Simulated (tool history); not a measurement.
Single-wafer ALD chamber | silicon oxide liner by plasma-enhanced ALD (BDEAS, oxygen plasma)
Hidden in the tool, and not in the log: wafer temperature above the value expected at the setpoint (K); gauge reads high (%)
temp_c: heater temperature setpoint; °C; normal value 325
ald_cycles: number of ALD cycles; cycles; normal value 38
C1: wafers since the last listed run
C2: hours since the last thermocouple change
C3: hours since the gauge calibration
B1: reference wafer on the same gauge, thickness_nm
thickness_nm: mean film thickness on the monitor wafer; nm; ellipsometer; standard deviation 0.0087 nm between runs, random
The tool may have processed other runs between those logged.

Run 1, hour 0.0: usual settings; C1 0; C2 1082.9; C3 175.6; B1 3.362. Result: thickness_nm 3.461 nm.
Run 2, hour 14.7: usual settings; C1 157; C2 1097.6; C3 190.3; B1 3.360. Result: thickness_nm 3.470 nm.
Run 3, hour 23.9: usual settings but temp_c 316 °C; C1 98; C2 1106.8; C3 199.5; B1 3.362. Result: thickness_nm 3.500 nm.
Run 4, hour 30.2: usual settings but temp_c 316 °C; C1 67; C2 1113.1; C3 205.8; B1 3.364. Result: thickness_nm 3.520 nm.
Run 5, hour 39.1: usual settings; C1 95; C2 1122.0; C3 214.7; B1 3.358. Result: thickness_nm 3.459 nm.
Run 6, hour 49.1: usual settings; C1 107; C2 1132.0; C3 224.7; B1 3.363. Result: thickness_nm 3.481 nm.
Run 7, hour 62.3: usual settings; C1 141; C2 1145.2; C3 237.9; B1 3.361. Result: thickness_nm 3.478 nm.
Run 8, hour 72.3: usual settings; C1 107; C2 1155.2; C3 247.9; B1 3.357. Result: thickness_nm 3.464 nm.
Run 9, hour 78.8: usual settings; C1 69; C2 1161.7; C3 254.4; B1 3.361. Result: thickness_nm 3.464 nm.
Run 10, hour 91.4: usual settings but temp_c 319 °C, ald_cycles 43 cycles; C1 135; C2 1174.3; C3 267.0; B1 3.358. Result: thickness_nm 3.944 nm.
Run 11, hour 102.9: usual settings; C1 123; C2 1185.8; C3 278.5; B1 3.360. Result: thickness_nm 3.461 nm.
Run 12, hour 109.4: usual settings but temp_c 320 °C; C1 69; C2 1192.3; C3 285.0; B1 3.361. Result: thickness_nm 3.488 nm.
Run 13, hour 148.1: usual settings but temp_c 320 °C; C1 414; C2 1231.0; C3 323.7; B1 3.361. Result: thickness_nm 3.501 nm.
Run 14, hour 158.7: usual settings; C1 113; C2 1241.6; C3 334.3; B1 3.361. Result: thickness_nm 3.463 nm.
Run 15, hour 170.5: usual settings; C1 126; C2 1253.4; C3 346.1; B1 3.360. Result: thickness_nm 3.459 nm.
Run 16, hour 179.7: usual settings but temp_c 328 °C, ald_cycles 41 cycles; C1 98; C2 1262.6; C3 355.3; B1 3.357. Result: thickness_nm 3.730 nm.
Run 17, hour 193.3: usual settings but temp_c 330 °C, ald_cycles 44 cycles; C1 145; C2 1276.2; C3 368.9; B1 3.358. Result: thickness_nm 3.994 nm.
Run 18, hour 203.4: usual settings but temp_c 335 °C, ald_cycles 31 cycles; C1 108; C2 1286.3; C3 379.0; B1 3.362. Result: thickness_nm 2.789 nm.
Run 19, hour 215.1: usual settings but temp_c 330 °C, ald_cycles 35 cycles; C1 125; C2 1298.0; C3 390.7; B1 3.360. Result: thickness_nm 3.166 nm.
Run 20, hour 233.1: usual settings but temp_c 316 °C, ald_cycles 45 cycles; C1 193; C2 1316.0; C3 408.7; B1 3.357. Result: thickness_nm 4.152 nm.
Run 21, hour 239.1: usual settings but temp_c 314 °C, ald_cycles 44 cycles; C1 64; C2 1322.0; C3 414.7; B1 3.362. Result: thickness_nm 4.061 nm.
Run 22, hour 248.8: usual settings; C1 104; C2 1331.7; C3 424.4; B1 3.358. Result: thickness_nm 3.470 nm.
Run 23, hour 265.2: usual settings; C1 175; C2 1348.1; C3 440.8; B1 3.360. Result: thickness_nm 3.470 nm.
At hour 269.7: gauge calibrated.
Run 24, hour 278.5: usual settings; C1 142; C2 1361.4; C3 8.8; B1 3.361. Result: thickness_nm 3.454 nm.
Run 25, hour 315.0: usual settings but ald_cycles 31 cycles; C1 391; C2 1397.9; C3 45.3; B1 3.358. Result: thickness_nm 2.837 nm.
At hour 334.2: thermocouple changed; heater temperature recalibrated.
Run 26, hour 334.7: usual settings but temp_c 338 °C, ald_cycles 31 cycles; C1 125; C2 0.5; C3 65.0; B1 3.362. Result: thickness_nm 2.780 nm.
Run 27, hour 340.8: usual settings but temp_c 338 °C, ald_cycles 32 cycles; C1 65; C2 6.6; C3 71.1; B1 3.359. Result: thickness_nm 2.875 nm.
Run 28, hour 349.8: usual settings but temp_c 315 °C, ald_cycles 43 cycles; C1 96; C2 15.6; C3 80.1; B1 3.359. Result: thickness_nm 3.974 nm.
Run 29, hour 381.5: usual settings but temp_c 320 °C, ald_cycles 43 cycles; C1 339; C2 47.3; C3 111.8; B1 3.358. Result: thickness_nm 3.960 nm.
Run 30, hour 398.0: usual settings but temp_c 320 °C; C1 176; C2 63.8; C3 128.3; B1 3.363. Result: thickness_nm 3.474 nm.
Run 31, hour 407.9: usual settings; C1 106; C2 73.7; C3 138.2; B1 3.359. Result: thickness_nm 3.453 nm.
Run 32, hour 419.0: usual settings but temp_c 312 °C, ald_cycles 43 cycles; C1 119; C2 84.8; C3 149.3; B1 3.361. Result: thickness_nm 3.986 nm.
Run 33, hour 433.9: usual settings but temp_c 332 °C, ald_cycles 45 cycles; C1 159; C2 99.7; C3 164.2; B1 3.360. Result: thickness_nm 4.078 nm.

Predict each of these 5 candidate next runs independently; none follows another, all start after run 33:
Run A, hour 434.4: usual settings; C1 5; C2 100.2; C3 164.7; B1 ?. Result: thickness_nm ?.
Run B, hour 434.4: usual settings but temp_c 332 °C; C1 5; C2 100.2; C3 164.7; B1 ?. Result: thickness_nm ?.
Run C, hour 434.4: usual settings but temp_c 313 °C, ald_cycles 43 cycles; C1 5; C2 100.2; C3 164.7; B1 ?. Result: thickness_nm ?.
Run D, hour 434.4: usual settings but temp_c 335 °C, ald_cycles 32 cycles; C1 5; C2 100.2; C3 164.7; B1 ?. Result: thickness_nm ?.
Run E, hour 434.4: usual settings but temp_c 332 °C, ald_cycles 43 cycles; C1 5; C2 100.2; C3 164.7; B1 ?. Result: thickness_nm ?.

run     B1  thickness_nm
  A  3.360         3.462
  B  3.360         3.431
  C  3.360         3.977
  D  3.360         2.878
  E  3.360         3.882
Take away the tool's hidden state, keep each run's random variation, and the runs would have read:
run  thickness_nm
  A         3.462
  B         3.431
  C         3.977
  D         2.878
  E         3.882
